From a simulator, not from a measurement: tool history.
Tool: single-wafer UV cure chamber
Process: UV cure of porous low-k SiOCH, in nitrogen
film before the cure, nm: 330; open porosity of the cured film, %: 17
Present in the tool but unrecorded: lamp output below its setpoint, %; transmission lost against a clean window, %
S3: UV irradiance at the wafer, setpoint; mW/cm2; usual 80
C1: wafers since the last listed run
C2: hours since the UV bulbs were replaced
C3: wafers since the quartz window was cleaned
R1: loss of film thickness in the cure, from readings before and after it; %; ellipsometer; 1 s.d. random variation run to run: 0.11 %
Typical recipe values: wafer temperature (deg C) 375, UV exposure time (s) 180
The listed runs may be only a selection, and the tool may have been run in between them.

Run 1, hour 0: usual settings but S3 65 mW/cm2; C1 0; C2 1534.3; C3 3019. Result: R1 6.246 %.
Run 2, hour 17.3: usual settings but S3 65 mW/cm2; C1 95; C2 1551.6; C3 3114. Result: R1 6.303 %.
Run 3, hour 33.6: usual settings but S3 65 mW/cm2; C1 89; C2 1567.9; C3 3204. Result: R1 6.304 %.
Run 4, hour 52.3: usual settings; C1 103; C2 1586.6; C3 3307. Result: R1 7.027 %.
Run 5, hour 82.4: usual settings; C1 165; C2 1616.7; C3 3473. Result: R1 7.057 %.
Run 6, hour 113.4: usual settings; C1 170; C2 1647.7; C3 3643. Result: R1 7.004 %.
Run 7, hour 146.3: usual settings but S3 93 mW/cm2; C1 181; C2 1680.6; C3 3825. Result: R1 7.637 %.
Run 8, hour 168.9: usual settings but S3 93 mW/cm2; C1 124; C2 1703.2; C3 3949. Result: R1 7.758 %.
At hour 185: quartz window cleaned.
Run 9, hour 201.7: usual settings but S3 93 mW/cm2; C1 136; C2 1736; C3 91. Result: R1 8.322 %.
At hour 210.2: UV bulbs replaced.
Run 10, hour 231.2: usual settings but wafer temperature (deg C) 383, UV exposure time (s) 135; C1 118; C2 21; C3 210. Result: R1 6.664 %.
Run 11, hour 294: usual settings but S3 93 mW/cm2; C1 345; C2 83.8; C3 556. Result: R1 8.103 %.
Run 12, hour 312.7: usual settings but S3 46 mW/cm2; C1 103; C2 102.5; C3 659. Result: R1 5.565 %.
Run 13, hour 343.9: usual settings but wafer temperature (deg C) 389, UV exposure time (s) 285, S3 51 mW/cm2; C1 171; C2 133.7; C3 831. Result: R1 7.627 %.
Run 14, hour 363.9: usual settings but wafer temperature (deg C) 358, UV exposure time (s) 115, S3 68 mW/cm2; C1 110; C2 153.7; C3 941. Result: R1 5.034 %.
Run 15, hour 399.1: usual settings but wafer temperature (deg C) 387, S3 105 mW/cm2; C1 193; C2 188.9; C3 1135. Result: R1 8.55 %.
Run 16, hour 420.4: usual settings; C1 117; C2 210.2; C3 1252. Result: R1 7.188 %.
Run 17, hour 453.1: usual settings but UV exposure time (s) 285, S3 103 mW/cm2; C1 180; C2 242.9; C3 1432. Result: R1 9.686 %.
Run 18, hour 468.8: usual settings but wafer temperature (deg C) 356, UV exposure time (s) 150, S3 105 mW/cm2; C1 86; C2 258.6; C3 1519. Result: R1 7.346 %.

Alternative continuations, all from the tool just after run 18; predict every row:
Run A, hour 469.3: usual settings; C1 2; C2 259.1; C3 1521. Result: R1 ?.
Run B, hour 469.3: usual settings but wafer temperature (deg C) 365; C1 2; C2 259.1; C3 1521. Result: R1 ?.
Run C, hour 469.3: usual settings but wafer temperature (deg C) 386; C1 2; C2 259.1; C3 1521. Result: R1 ?.
Run D, hour 469.3: usual settings but wafer temperature (deg C) 357, UV exposure time (s) 210, S3 115 mW/cm2; C1 2; C2 259.1; C3 1521. Result: R1 ?.

run     R1
  A  7.209
  B  7.056
  C  7.372
  D  8.856
Without the tool's hidden state the same runs would have given:
run     R1
  A  7.847
  B  7.691
  C  8.015
  D  9.533

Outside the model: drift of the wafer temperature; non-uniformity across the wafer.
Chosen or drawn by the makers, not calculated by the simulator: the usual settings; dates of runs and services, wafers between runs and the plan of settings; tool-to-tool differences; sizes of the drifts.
